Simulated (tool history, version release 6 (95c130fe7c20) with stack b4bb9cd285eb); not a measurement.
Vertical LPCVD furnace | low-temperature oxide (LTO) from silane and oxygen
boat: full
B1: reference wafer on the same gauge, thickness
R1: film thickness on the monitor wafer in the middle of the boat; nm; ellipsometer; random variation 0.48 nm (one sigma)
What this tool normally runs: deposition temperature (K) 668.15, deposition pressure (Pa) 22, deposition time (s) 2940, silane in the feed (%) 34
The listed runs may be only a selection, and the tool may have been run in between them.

Run 1, hour 0: usual settings; B1 265.23. Result: R1 231.78 nm.
Run 2, hour 102.3: usual settings; B1 264.2. Result: R1 230.58 nm.
Run 3, hour 159.6: usual settings; B1 263.56. Result: R1 230.89 nm.
Run 4, hour 252.5: usual settings; B1 262.82. Result: R1 230.48 nm.
Run 5, hour 317.7: usual settings but deposition pressure (Pa) 18.7, deposition time (s) 3810; B1 262.55. Result: R1 252.29 nm.
Run 6, hour 382.5: usual settings but deposition pressure (Pa) 18.7, deposition time (s) 3810; B1 262.18. Result: R1 251.7 nm.
Run 7, hour 475: usual settings but deposition pressure (Pa) 18.7, deposition time (s) 3810; B1 261.74. Result: R1 252.81 nm.
Run 8, hour 559.6: usual settings but deposition pressure (Pa) 20, silane in the feed (%) 38; B1 261.33. Result: R1 240.94 nm.
Run 9, hour 652.7: usual settings; B1 261.13. Result: R1 228.31 nm.
At hour 708.2: thermocouples replaced and temperature profile calibrated.
Run 10, hour 757.7: usual settings; B1 260.8. Result: R1 228.54 nm.
Run 11, hour 795.4: usual settings but silane in the feed (%) 37; B1 260.8. Result: R1 255.61 nm.
At hour 854.4: silane flow controller replaced.
Run 12, hour 891.1: usual settings but deposition temperature (K) 665.15; B1 260.48. Result: R1 218.88 nm.
At hour 918.5: pressure gauge zeroed.
Run 13, hour 963.8: usual settings but deposition pressure (Pa) 25.3, deposition time (s) 3420; B1 260.55. Result: R1 305.3 nm.
Run 14, hour 1025: usual settings but deposition pressure (Pa) 25.3, deposition time (s) 3420; B1 260.41. Result: R1 304.81 nm.
Run 15, hour 1101: usual settings but deposition temperature (K) 677.15, deposition time (s) 3480; B1 260.31. Result: R1 299.46 nm.
Run 16, hour 1189.1: usual settings; B1 260.18. Result: R1 228.04 nm.
Run 17, hour 1228.6: usual settings but deposition temperature (K) 662.15, silane in the feed (%) 31; B1 260.3. Result: R1 185.07 nm.
Run 18, hour 1274.3: usual settings but deposition time (s) 2490, silane in the feed (%) 40; B1 260.11. Result: R1 238.25 nm.
At hour 1336.2: gauge calibrated.
Run 19, hour 1362.6: usual settings but silane in the feed (%) 32; B1 265.9. Result: R1 214.18 nm.
Run 20, hour 1420.3: usual settings but deposition time (s) 2220; B1 265.14. Result: R1 174.63 nm.

Run 21, settings as shown, results not yet in. Your forecast:
Run 21, hour 1477.5: usual settings but deposition time (s) 2640; B1 ?. Result: R1 ?.

Logged for run 21: B1 264.58, R1 207.24 nm.
Minus the tool's unlogged condition, the same run would have read R1 208.3 nm.
